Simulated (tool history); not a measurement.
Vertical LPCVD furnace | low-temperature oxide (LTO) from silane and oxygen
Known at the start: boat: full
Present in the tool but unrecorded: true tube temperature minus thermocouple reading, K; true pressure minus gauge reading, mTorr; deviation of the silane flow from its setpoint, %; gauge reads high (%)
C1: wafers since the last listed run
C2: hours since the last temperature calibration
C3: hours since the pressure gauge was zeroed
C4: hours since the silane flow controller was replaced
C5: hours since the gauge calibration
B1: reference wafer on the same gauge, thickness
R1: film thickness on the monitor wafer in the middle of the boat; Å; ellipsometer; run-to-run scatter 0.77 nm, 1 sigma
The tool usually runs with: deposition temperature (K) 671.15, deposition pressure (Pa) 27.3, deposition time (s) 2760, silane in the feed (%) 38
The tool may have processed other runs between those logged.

Run 1, hour 0.0: usual settings but deposition time (s) 2400; C1 0; C2 4028.4; C3 2398.3; C4 2487.0; C5 1090.7; B1 301.57. Result: R1 2956.2 Å.
Run 2, hour 45.0: usual settings but deposition time (s) 3000; C1 540; C2 4073.4; C3 2443.3; C4 2532.0; C5 1135.7; B1 302.03. Result: R1 3693.3 Å.
Run 3, hour 90.8: usual settings but deposition time (s) 3000; C1 550; C2 4119.2; C3 2489.1; C4 2577.8; C5 1181.5; B1 302.15. Result: R1 3699.2 Å.
Run 4, hour 147.0: usual settings; C1 675; C2 4175.4; C3 2545.3; C4 2634.0; C5 1237.7; B1 302.39. Result: R1 3393.1 Å.
Run 5, hour 177.9: usual settings; C1 371; C2 4206.3; C3 2576.2; C4 2664.9; C5 1268.6; B1 302.53. Result: R1 3392.0 Å.
Run 6, hour 249.4: usual settings; C1 858; C2 4277.8; C3 2647.7; C4 2736.4; C5 1340.1; B1 302.76. Result: R1 3405.8 Å.
Run 7, hour 301.0: usual settings but silane in the feed (%) 41; C1 619; C2 4329.4; C3 2699.3; C4 2788.0; C5 1391.7; B1 303.16. Result: R1 3734.0 Å.
Run 8, hour 365.5: usual settings; C1 774; C2 4393.9; C3 2763.8; C4 2852.5; C5 1456.2; B1 303.47. Result: R1 3398.6 Å.
Run 9, hour 429.9: usual settings but silane in the feed (%) 42; C1 773; C2 4458.3; C3 2828.2; C4 2916.9; C5 1520.6; B1 304.02. Result: R1 3835.8 Å.
At hour 508.8: thermocouples replaced and temperature profile calibrated.
Run 10, hour 509.3: usual settings but silane in the feed (%) 42; C1 665; C2 0.5; C3 2907.6; C4 2996.3; C5 1600.0; B1 304.24. Result: R1 3856.8 Å.
Run 11, hour 557.7: usual settings; C1 581; C2 48.9; C3 2956.0; C4 3044.7; C5 1648.4; B1 304.36. Result: R1 3399.6 Å.
Run 12, hour 585.5: usual settings; C1 333; C2 76.7; C3 2983.8; C4 3072.5; C5 1676.2; B1 304.39. Result: R1 3400.3 Å.
At hour 629.0: gauge calibrated.
Run 13, hour 648.9: usual settings but deposition temperature (K) 678.15; C1 761; C2 140.1; C3 3047.2; C4 3135.9; C5 19.9; B1 298.09. Result: R1 3624.0 Å.
At hour 708.3: silane flow controller replaced.
At hour 721.2: pressure gauge zeroed.
Run 14, hour 721.7: usual settings but deposition temperature (K) 675.15, deposition pressure (Pa) 30.7, deposition time (s) 3840, silane in the feed (%) 31; C1 431; C2 212.9; C3 0.5; C4 13.4; C5 92.7; B1 298.42. Result: R1 4157.9 Å.
Run 15, hour 764.1: usual settings; C1 509; C2 255.3; C3 42.9; C4 55.8; C5 135.1; B1 298.64. Result: R1 3340.2 Å.
Run 16, hour 809.1: usual settings but deposition time (s) 3360, silane in the feed (%) 36; C1 540; C2 300.3; C3 87.9; C4 100.8; C5 180.1; B1 298.89. Result: R1 3820.1 Å.
Run 17, hour 850.6: usual settings but deposition pressure (Pa) 32.7, deposition time (s) 3150, silane in the feed (%) 34; C1 498; C2 341.8; C3 129.4; C4 142.3; C5 221.6; B1 299.11. Result: R1 3955.0 Å.
Run 18, hour 899.2: usual settings; C1 583; C2 390.4; C3 178.0; C4 190.9; C5 270.2; B1 299.48. Result: R1 3353.9 Å.
Run 19, hour 1017.4: usual settings but deposition temperature (K) 666.15; C1 1420; C2 508.6; C3 296.2; C4 309.1; C5 388.4; B1 299.83. Result: R1 3184.9 Å.
Run 20, hour 1069.8: usual settings; C1 629; C2 561.0; C3 348.6; C4 361.5; C5 440.8; B1 300.07. Result: R1 3378.1 Å.
Run 21, hour 1114.6: usual settings but deposition pressure (Pa) 20.7, deposition time (s) 2160, silane in the feed (%) 41; C1 538; C2 605.8; C3 393.4; C4 406.3; C5 485.6; B1 300.00. Result: R1 2183.2 Å.
Run 22, hour 1173.3: usual settings but deposition temperature (K) 665.15; C1 705; C2 664.5; C3 452.1; C4 465.0; C5 544.3; B1 300.58. Result: R1 3149.1 Å.
Run 23, hour 1201.4: usual settings; C1 337; C2 692.6; C3 480.2; C4 493.1; C5 572.4; B1 300.50. Result: R1 3380.6 Å.
Run 24, hour 1232.3: usual settings; C1 371; C2 723.5; C3 511.1; C4 524.0; C5 603.3; B1 300.78. Result: R1 3378.6 Å.
Run 25, hour 1290.8: usual settings but deposition pressure (Pa) 24.7; C1 702; C2 782.0; C3 569.6; C4 582.5; C5 661.8; B1 300.92. Result: R1 3053.7 Å.
Run 26, hour 1349.4: usual settings but silane in the feed (%) 40; C1 704; C2 840.6; C3 628.2; C4 641.1; C5 720.4; B1 301.01. Result: R1 3601.9 Å.

Hidden state at the last listed run before each entry between runs and at the first one after, where it differs:
From run 9 to run 10: thermocouples replaced and temperature profile calibrated (hour 508.8)
  gauge reads high (%): 1.92 -> 2.05
  difference, measured minus the result without the unlogged condition, R1: +72.4 -> +77.3 Å
From run 12 to run 13: gauge calibrated (hour 629.0)
  gauge reads high (%): 2.16 -> 0.0312
  difference, measured minus the result without the unlogged condition, R1: +72.0 -> +1.2 Å
From run 13 to run 14: silane flow controller replaced (hour 708.3); pressure gauge zeroed (hour 721.2)
  gauge reads high (%): 0.0312 -> 0.143
  difference, measured minus the result without the unlogged condition, R1: +1.2 -> +6.0 Å
